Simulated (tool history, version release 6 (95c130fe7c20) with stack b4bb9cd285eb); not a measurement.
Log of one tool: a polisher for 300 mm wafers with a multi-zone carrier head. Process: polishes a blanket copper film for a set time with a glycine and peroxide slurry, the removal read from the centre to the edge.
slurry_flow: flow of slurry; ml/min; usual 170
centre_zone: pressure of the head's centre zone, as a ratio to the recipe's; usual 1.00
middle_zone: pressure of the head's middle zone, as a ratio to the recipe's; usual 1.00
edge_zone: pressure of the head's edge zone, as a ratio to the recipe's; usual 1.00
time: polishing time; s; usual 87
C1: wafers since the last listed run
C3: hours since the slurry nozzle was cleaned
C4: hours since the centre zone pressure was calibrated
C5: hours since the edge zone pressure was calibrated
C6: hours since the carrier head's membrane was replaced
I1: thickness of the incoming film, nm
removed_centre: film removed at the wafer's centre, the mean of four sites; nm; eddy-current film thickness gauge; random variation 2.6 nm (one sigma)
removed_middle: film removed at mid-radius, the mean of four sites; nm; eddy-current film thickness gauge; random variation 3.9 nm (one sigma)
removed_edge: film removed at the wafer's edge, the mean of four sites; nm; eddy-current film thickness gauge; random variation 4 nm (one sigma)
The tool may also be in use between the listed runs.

{"run": 1, "hour": 0.0, "slurry_flow": 170, "centre_zone": 1.0, "middle_zone": 1.0, "edge_zone": 1.0, "time": 74, "C1": 0, "wafers polished on this pad": 219, "C3": 47.2, "C4": 1132.4, "C5": 420.3, "C6": 1540.6, "I1": 2359.6, "removed_centre": 289.5, "removed_middle": 291.6, "removed_edge": 298.1}
{"run": 2, "hour": 26.6, "slurry_flow": 170, "centre_zone": 1.0, "middle_zone": 1.1, "edge_zone": 1.0, "time": 87, "C1": 144, "wafers polished on this pad": 364, "C3": 73.8, "C4": 1159.0, "C5": 446.9, "C6": 1567.2, "I1": 2397.5, "removed_centre": 334.7, "removed_middle": 363.1, "removed_edge": 343.1}
{"run": 3, "hour": 39.3, "slurry_flow": 110, "centre_zone": 1.0, "middle_zone": 1.0, "edge_zone": 1.0, "time": 87, "C1": 69, "wafers polished on this pad": 433, "C3": 86.5, "C4": 1171.7, "C5": 459.6, "C6": 1579.9, "I1": 2347.7, "removed_centre": 304.1, "removed_middle": 305.9, "removed_edge": 320.8}
{"hour": 53.7, "done": "carrier head's membrane replaced by a new one"}
{"run": 4, "hour": 58.1, "slurry_flow": 170, "centre_zone": 0.89, "middle_zone": 1.0, "edge_zone": 1.0, "time": 87, "C1": 75, "wafers polished on this pad": 508, "C3": 105.3, "C4": 1190.5, "C5": 478.4, "C6": 4.4, "I1": 2420.2, "removed_centre": 296.2, "removed_middle": 325.6, "removed_edge": 340.9}
{"hour": 69.8, "done": "edge zone pressure recalibrated"}
{"run": 5, "hour": 83.6, "slurry_flow": 225, "centre_zone": 1.0, "middle_zone": 1.0, "edge_zone": 1.0, "time": 78, "C1": 128, "wafers polished on this pad": 636, "C3": 130.8, "C4": 1216.0, "C5": 13.8, "C6": 29.9, "I1": 2364.3, "removed_centre": 316.9, "removed_middle": 309.0, "removed_edge": 313.1}
{"run": 6, "hour": 117.6, "slurry_flow": 170, "centre_zone": 1.0, "middle_zone": 1.0, "edge_zone": 1.0, "time": 74, "C1": 185, "wafers polished on this pad": 821, "C3": 164.8, "C4": 1250.0, "C5": 47.8, "C6": 63.9, "I1": 2383.7, "removed_centre": 284.3, "removed_middle": 278.9, "removed_edge": 286.4}
{"run": 7, "hour": 151.0, "slurry_flow": 170, "centre_zone": 1.0, "middle_zone": 1.11, "edge_zone": 1.0, "time": 87, "C1": 181, "wafers polished on this pad": 1003, "C3": 198.2, "C4": 1283.4, "C5": 81.2, "C6": 97.3, "I1": 2392.7, "removed_centre": 331.0, "removed_middle": 357.8, "removed_edge": 343.4}
{"hour": 168.8, "done": "worn pad replaced by a new one"}
{"run": 8, "hour": 186.8, "slurry_flow": 170, "centre_zone": 1.0, "middle_zone": 1.0, "edge_zone": 1.0, "time": 87, "C1": 173, "wafers polished on this pad": 98, "C3": 234.0, "C4": 1319.2, "C5": 117.0, "C6": 133.1, "I1": 2362.0, "removed_centre": 332.7, "removed_middle": 326.9, "removed_edge": 332.0}
{"hour": 205.3, "done": "centre zone pressure recalibrated"}
{"run": 9, "hour": 220.2, "slurry_flow": 170, "centre_zone": 1.0, "middle_zone": 1.0, "edge_zone": 1.06, "time": 87, "C1": 171, "wafers polished on this pad": 269, "C3": 267.4, "C4": 14.9, "C5": 150.4, "C6": 166.5, "I1": 2379.2, "removed_centre": 326.2, "removed_middle": 330.0, "removed_edge": 341.1}
{"run": 10, "hour": 255.6, "slurry_flow": 170, "centre_zone": 1.0, "middle_zone": 1.0, "edge_zone": 1.0, "time": 87, "C1": 192, "wafers polished on this pad": 462, "C3": 302.8, "C4": 50.3, "C5": 185.8, "C6": 201.9, "I1": 2377.5, "removed_centre": 327.0, "removed_middle": 327.3, "removed_edge": 341.1}
{"run": 11, "hour": 277.4, "slurry_flow": 110, "centre_zone": 1.0, "middle_zone": 1.0, "edge_zone": 1.0, "time": 87, "C1": 118, "wafers polished on this pad": 580, "C3": 324.6, "C4": 72.1, "C5": 207.6, "C6": 223.7, "I1": 2378.5, "removed_centre": 291.7, "removed_middle": 292.0, "removed_edge": 312.0}
{"hour": 301.7, "done": "slurry nozzle cleaned"}
{"run": 12, "hour": 322.3, "slurry_flow": 170, "centre_zone": 1.0, "middle_zone": 1.0, "edge_zone": 1.0, "time": 87, "C1": 239, "wafers polished on this pad": 820, "C3": 20.6, "C4": 117.0, "C5": 252.5, "C6": 268.6, "I1": 2356.4, "removed_centre": 348.7, "removed_middle": 339.5, "removed_edge": 347.3}
{"run": 13, "hour": 340.7, "slurry_flow": 205, "centre_zone": 1.0, "middle_zone": 1.0, "edge_zone": 1.06, "time": 113, "C1": 100, "wafers polished on this pad": 920, "C3": 39.0, "C4": 135.4, "C5": 270.9, "C6": 287.0, "I1": 2410.7, "removed_centre": 451.9, "removed_middle": 448.7, "removed_edge": 477.4}

Run 14 comes next. What will it give?
{"hour": 349.8, "done": "worn pad replaced by a new one"}
{"run": 14, "hour": 373.2, "slurry_flow": 140, "centre_zone": 1.0, "middle_zone": 1.0, "edge_zone": 0.92, "time": 106, "C1": 155, "wafers polished on this pad": 127, "C3": 71.5, "C4": 167.9, "C5": 303.4, "C6": 319.5, "I1": 2361.2, "removed_centre": "?", "removed_middle": "?", "removed_edge": "?"}

removed_centre: 401.1 nm
removed_middle: 389.1 nm
removed_edge: 392.9 nm
Without the tool's hidden state the same run would have given removed_centre 411.7 nm, removed_middle 398.2 nm, removed_edge 399.4 nm.
